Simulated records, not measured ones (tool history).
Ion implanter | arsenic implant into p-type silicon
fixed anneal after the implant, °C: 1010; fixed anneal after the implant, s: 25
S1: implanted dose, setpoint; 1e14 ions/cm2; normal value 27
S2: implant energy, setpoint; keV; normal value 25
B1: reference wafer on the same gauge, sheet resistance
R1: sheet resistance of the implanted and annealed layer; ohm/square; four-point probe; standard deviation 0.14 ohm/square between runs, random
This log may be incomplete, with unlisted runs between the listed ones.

run   hour     S1  S2     B1     R1
  1      0     27  25  93.66   91.8
  2   32.7     27  25  93.64  92.15
  3   84.3     27  25  93.55  92.02
  4  118.6     27  25  93.54  91.85
  5  174.7     27  25  93.49  91.52
  6  226.3     27  25  93.38  91.41
     308.8  -- gauge calibrated
  7    377  22.33  25  94.29  95.78

Estimate the outcome of run 8 from the log above:
       426  -- Faraday cup replaced and dose calibrated
  8  426.5  33.21  31.5   ?   ?

{"run 8": {"B1": 94.18, "R1": 81.32}}
On a tool with no hidden condition, and with the same random variation, this run would have come out at R1 81.51 ohm/square.
